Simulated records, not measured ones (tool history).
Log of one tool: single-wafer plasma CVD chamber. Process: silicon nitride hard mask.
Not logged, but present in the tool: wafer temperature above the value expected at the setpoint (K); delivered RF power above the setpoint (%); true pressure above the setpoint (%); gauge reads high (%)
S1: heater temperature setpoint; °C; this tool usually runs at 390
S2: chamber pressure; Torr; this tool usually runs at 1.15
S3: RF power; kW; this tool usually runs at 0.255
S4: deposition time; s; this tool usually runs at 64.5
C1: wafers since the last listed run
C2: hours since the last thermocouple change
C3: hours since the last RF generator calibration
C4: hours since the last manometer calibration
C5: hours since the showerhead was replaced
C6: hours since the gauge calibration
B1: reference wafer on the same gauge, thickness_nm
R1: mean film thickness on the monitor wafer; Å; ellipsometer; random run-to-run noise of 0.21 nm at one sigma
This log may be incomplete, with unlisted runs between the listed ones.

Run 1, day 0.000: usual settings; C1 0; C2 1244.6; C3 453.6; C4 745.6; C5 3659.9; C6 937.0; B1 52.238. Result: R1 579.82 Å.
Run 2, day 2.142: usual settings; C1 644; C2 1296.0; C3 505.0; C4 797.0; C5 3711.3; C6 988.4; B1 52.292. Result: R1 578.41 Å.
Run 3, day 8.017: usual settings; C1 1768; C2 1437.0; C3 646.0; C4 938.0; C5 3852.3; C6 1129.4; B1 52.301. Result: R1 573.32 Å.
At day 9.408: gauge calibrated.
Run 4, day 10.046: usual settings; C1 610; C2 1485.7; C3 694.7; C4 986.7; C5 3901.0; C6 15.3; B1 52.288. Result: R1 574.41 Å.
Run 5, day 13.100: usual settings but S1 398 °C; C1 919; C2 1559.0; C3 768.0; C4 1060.0; C5 3974.3; C6 88.6; B1 52.263. Result: R1 575.19 Å.
Run 6, day 15.296: usual settings but S1 398 °C; C1 660; C2 1611.7; C3 820.7; C4 1112.7; C5 4027.0; C6 141.3; B1 52.294. Result: R1 576.19 Å.
Run 7, day 17.475: usual settings but S1 398 °C; C1 655; C2 1664.0; C3 873.0; C4 1165.0; C5 4079.3; C6 193.6; B1 52.304. Result: R1 574.28 Å.
Run 8, day 20.288: usual settings; C1 846; C2 1731.5; C3 940.5; C4 1232.5; C5 4146.8; C6 261.1; B1 52.296. Result: R1 574.00 Å.
Run 9, day 24.454: usual settings; C1 1254; C2 1831.5; C3 1040.5; C4 1332.5; C5 4246.8; C6 361.1; B1 52.314. Result: R1 575.22 Å.
Run 10, day 26.250: usual settings; C1 540; C2 1874.6; C3 1083.6; C4 1375.6; C5 4289.9; C6 404.2; B1 52.302. Result: R1 573.90 Å.
At day 29.833: showerhead replaced.
Run 11, day 30.125: usual settings but S4 56.5 s; C1 1066; C2 1967.6; C3 1176.6; C4 1468.6; C5 7.0; C6 497.2; B1 52.278. Result: R1 500.10 Å.
Run 12, day 32.529: usual settings but S4 56.5 s; C1 723; C2 2025.3; C3 1234.3; C4 1526.3; C5 64.7; C6 554.9; B1 52.284. Result: R1 500.15 Å.
Run 13, day 36.358: usual settings but S1 405 °C, S4 75.6 s; C1 1152; C2 2117.2; C3 1326.2; C4 1618.2; C5 156.6; C6 646.8; B1 52.242. Result: R1 672.84 Å.
At day 37.842: RF generator calibrated.
Run 14, day 38.962: usual settings but S2 1.34 Torr, S3 0.205 kW, S4 59.7 s; C1 683; C2 2179.7; C3 26.9; C4 1680.7; C5 219.1; C6 709.3; B1 52.324. Result: R1 477.25 Å.
Run 15, day 44.038: usual settings but S3 0.275 kW, S4 74.1 s; C1 1527; C2 2301.5; C3 148.7; C4 1802.5; C5 340.9; C6 831.1; B1 52.307. Result: R1 702.33 Å.
At day 45.029: capacitance manometer re-zeroed and calibrated.
Run 16, day 46.054: usual settings but S2 1.31 Torr, S3 0.270 kW, S4 54.1 s; C1 506; C2 2349.9; C3 197.1; C4 24.6; C5 389.3; C6 879.5; B1 52.350. Result: R1 527.77 Å.
Run 17, day 48.162: usual settings but S2 1.31 Torr, S3 0.270 kW, S4 54.1 s; C1 634; C2 2400.5; C3 247.7; C4 75.2; C5 439.9; C6 930.1; B1 52.313. Result: R1 528.58 Å.
Run 18, day 50.867: usual settings but S4 68.8 s; C1 813; C2 2465.4; C3 312.6; C4 140.1; C5 504.8; C6 995.0; B1 52.307. Result: R1 620.32 Å.
At day 52.612: gauge calibrated.
Run 19, day 53.892: usual settings but S4 68.8 s; C1 910; C2 2538.0; C3 385.2; C4 212.7; C5 577.4; C6 30.7; B1 52.338. Result: R1 621.36 Å.
Run 20, day 56.854: usual settings but S4 68.8 s; C1 891; C2 2609.1; C3 456.3; C4 283.8; C5 648.5; C6 101.8; B1 52.322. Result: R1 620.52 Å.
At day 57.954: thermocouple changed; heater temperature recalibrated.
Run 21, day 60.088: usual settings but S1 402 °C, S2 0.93 Torr, S3 0.235 kW; C1 872; C2 51.2; C3 533.9; C4 361.4; C5 726.1; C6 179.4; B1 52.277. Result: R1 510.95 Å.
Run 22, day 62.846: usual settings but S2 1.26 Torr, S3 0.220 kW; C1 830; C2 117.4; C3 600.1; C4 427.6; C5 792.3; C6 245.6; B1 52.333. Result: R1 530.42 Å.
Run 23, day 65.817: usual settings but S1 400 °C, S2 0.91 Torr, S3 0.290 kW; C1 894; C2 188.7; C3 671.4; C4 498.9; C5 863.6; C6 316.9; B1 52.292. Result: R1 588.97 Å.
Run 24, day 69.850: usual settings but S3 0.235 kW; C1 1214; C2 285.5; C3 768.2; C4 595.7; C5 960.4; C6 413.7; B1 52.286. Result: R1 542.34 Å.
Run 25, day 73.238: usual settings but S1 380 °C, S2 1.06 Torr, S3 0.220 kW, S4 69.5 s; C1 1019; C2 366.8; C3 849.5; C4 677.0; C5 1041.7; C6 495.0; B1 52.252. Result: R1 543.72 Å.

A few steps of R1 between consecutive runs. Split each: what settings, incoming material and random variation would produce without the hidden state, and what is left over for the hidden state, along with gauge scatter present in only one of the two compared results (measured, and without hidden state):
Run 12 -> 13: S1 390 -> 405, S4 56.5 -> 75.6. R1 +172.69 Å: hidden state -3.57, all else +176.26.
Run 13 -> 14: S1 405 -> 390, S2 1.15 -> 1.34, S3 0.255 -> 0.205, S4 75.6 -> 59.7, RF generator calibrated. R1 -195.59 Å: hidden state +11.01, all else -206.60.
Run 14 -> 15: S2 1.34 -> 1.15, S3 0.205 -> 0.275, S4 59.7 -> 74.1. R1 +225.08 Å: hidden state -1.22, all else +226.30.

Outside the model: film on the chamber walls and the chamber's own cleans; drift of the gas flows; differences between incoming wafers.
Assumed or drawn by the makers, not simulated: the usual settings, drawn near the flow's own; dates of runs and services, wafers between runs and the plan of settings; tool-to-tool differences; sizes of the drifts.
